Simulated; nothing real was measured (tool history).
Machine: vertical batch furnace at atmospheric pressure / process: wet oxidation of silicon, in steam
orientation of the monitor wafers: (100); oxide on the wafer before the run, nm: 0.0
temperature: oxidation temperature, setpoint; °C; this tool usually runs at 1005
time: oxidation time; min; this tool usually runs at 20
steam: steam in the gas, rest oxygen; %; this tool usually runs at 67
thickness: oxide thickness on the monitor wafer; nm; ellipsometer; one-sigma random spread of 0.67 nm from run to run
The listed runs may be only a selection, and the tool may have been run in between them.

run     day  temperature  time  steam  read-back reference wafer on the same gauge, thickness  thickness
  1       0         1005    20     74                                                  117.99     151.83
      1.212  -- gauge calibrated
  2   2.833         1005    20     74                                                  120.52     156.63
  3   5.533         1005  13.5     67                                                  120.63     104.91
  4   8.346         1005  13.5     67                                                  120.61     104.17
  5  10.038         1005    20     67                                                  120.65     144.01
  6  12.071         1005    20     67                                                  120.45     144.28
  7  13.975         1005    20     67                                                  120.45     144.17
  8  15.975         1005    20     67                                                  120.34     143.96
  9  18.875         1005    20     67                                                  120.13     143.71
 10  20.346         1005    20     67                                                  120.03     143.73
 11  28.604         1005  26.5     67                                                  119.05     177.31
 12  30.617          998    16     60                                                  118.74     100.27
 13  33.567         1005  16.5     74                                                   118.4     130.91
 14  34.833         1005    13     57                                                  118.21      86.58
     35.933  -- thermocouples replaced and temperature profile calibrated
     37.742  -- steam generator serviced
 15  37.762         1005  29.5     67                                                  117.84     190.69
     39.329  -- gauge calibrated
 16  39.929         1024    20     55                                                  121.05     149.62
 17  42.675         1005    20     67                                                  121.06     145.05
 18  45.154         1005    20     67                                                  121.11     145.71
 19  46.929         1005    13     56                                                   120.9      87.65
 20  49.296         1018  12.5     57                                                  120.73      98.26
 21  51.342         1005    20     67                                                  120.86      143.5
 22  52.533         1017  29.5     58                                                  120.45     195.81
 23  54.671         1005  10.5     79                                                  120.52      97.56

Each row is a separate what-if for the run after 23, all from the same tool condition, not one after another. Results?
  A  54.846         1026    20     67                                                       ?          ?
  B  54.846         1013  10.5     67                                                       ?          ?
  C  54.846         1025    10     79                                                       ?          ?
  D  54.846          981    17     55                                                       ?          ?

run  read-back reference wafer on the same gauge, thickness  thickness
  A                                                  120.52     175.64
  B                                                  120.52      91.92
  C                                                  120.52     115.02
  D                                                  120.52      80.98
Take away the tool's hidden state, keep each run's random variation, and the runs would have read:
run  thickness
  A     176.37
  B      92.31
  C      115.5
  D      81.32
